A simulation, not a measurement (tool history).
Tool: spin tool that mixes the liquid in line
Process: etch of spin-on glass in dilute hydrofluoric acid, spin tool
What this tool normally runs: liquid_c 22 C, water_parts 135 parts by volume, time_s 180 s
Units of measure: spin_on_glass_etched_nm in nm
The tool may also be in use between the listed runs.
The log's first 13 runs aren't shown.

| run | day | liquid_c | water_parts | time_s | wafers since the last listed run | hours since the thermometer was replaced | hours since the hydrofluoric acid flow meter was replaced | hours since the gauge calibration | read-back film thickness of the spin-on glass reference wafer, read on the same gauge (nm) | spin_on_glass_etched_nm |
|---|---|---|---|---|---|---|---|---|---|---|
| 14 | 28.075 | 22 | 135 | 255 | 295 | 2302.5 | 156.3 | 339.7 | 70 | 31.19 |
| 15 | 30.354 | 20 | 135 | 180 | 242 | 2357.2 | 211 | 394.4 | 70.01 | 20.4 |
|  | 31.388 | thermometer replaced |
| 16 | 31.783 | 24.5 | 75 | 180 | 147 | 9.5 | 245.3 | 428.7 | 69.99 | 47.08 |
| 17 | 34.446 | 24.5 | 165 | 75 | 283 | 73.4 | 309.2 | 492.6 | 70 | 7.98 |
| 18 | 37.358 | 22 | 135 | 180 | 310 | 143.3 | 379.1 | 562.5 | 70 | 22.03 |
| 19 | 38.55 | 20.5 | 115 | 180 | 126 | 171.9 | 407.7 | 591.1 | 69.98 | 24.9 |
| 20 | 40.562 | 17 | 175 | 105 | 214 | 220.2 | 456 | 639.4 | 70.01 | 7.82 |
| 21 | 43.321 | 18 | 185 | 235 | 293 | 286.4 | 522.2 | 705.6 | 70 | 16.94 |
| 22 | 45.079 | 27 | 205 | 275 | 187 | 328.6 | 564.4 | 747.8 | 69.98 | 24.66 |
|  | 46.3 | hydrofluoric acid flow meter replaced |
| 23 | 52.204 | 24.5 | 65 | 145 | 754 | 499.6 | 141.7 | 918.8 | 70.01 | 43.96 |
| 24 | 54.167 | 26 | 135 | 180 | 209 | 546.7 | 188.8 | 965.9 | 70 | 25.53 |
| 25 | 55.212 | 25.5 | 195 | 75 | 111 | 571.8 | 213.9 | 991 | 70.01 | 6.74 |
| 26 | 57.671 | 22 | 175 | 235 | 261 | 630.8 | 272.9 | 1050 | 70.01 | 21.21 |
| 27 | 59.525 | 22 | 135 | 180 | 197 | 675.3 | 317.4 | 1094.5 | 70.03 | 21.97 |
| 28 | 61.042 | 22 | 135 | 180 | 161 | 711.7 | 353.8 | 1130.9 | 69.97 | 22.04 |
| 29 | 62.446 | 22 | 195 | 180 | 149 | 745.4 | 387.5 | 1164.6 | 69.98 | 14.28 |
| 30 | 65.429 | 22 | 175 | 145 | 317 | 817 | 459.1 | 1236.2 | 70.01 | 13.01 |
| 31 | 66.812 | 22 | 135 | 180 | 147 | 850.2 | 492.3 | 1269.4 | 70 | 21.99 |
|  | 69.317 | hydrofluoric acid flow meter replaced |
| 32 | 71.079 | 22 | 135 | 180 | 450 | 952.6 | 42.3 | 1371.8 | 70 | 21.88 |
| 33 | 73 | 22 | 85 | 150 | 204 | 998.7 | 88.4 | 1417.9 | 70.03 | 30.97 |
| 34 | 75.762 | 18 | 75 | 130 | 294 | 1065 | 154.7 | 1484.2 | 70.02 | 25.86 |

Here are 4 independent what-if runs from the current tool condition. What would each one return?
| A | 75.783 | 27 | 135 | 180 | 2 | 1065.5 | 155.2 | 1484.7 | ? | ? |
| B | 75.783 | 22 | 85 | 135 | 2 | 1065.5 | 155.2 | 1484.7 | ? | ? |
| C | 75.783 | 24.5 | 70 | 220 | 2 | 1065.5 | 155.2 | 1484.7 | ? | ? |
| D | 75.783 | 20.5 | 200 | 180 | 2 | 1065.5 | 155.2 | 1484.7 | ? | ? |

| run | read-back film thickness of the spin-on glass reference wafer, read on the same gauge (nm) | spin_on_glass_etched_nm |
|---|---|---|
| A | 70.01 | 26.73 |
| B | 70.01 | 27.83 |
| C | 70.01 | 62.11 |
| D | 70.01 | 13.12 |
With no hidden state in the tool, these same runs would have given:
| run | spin_on_glass_etched_nm |
|---|---|
| A | 26.73 |
| B | 27.83 |
| C | 62.11 |
| D | 13.12 |
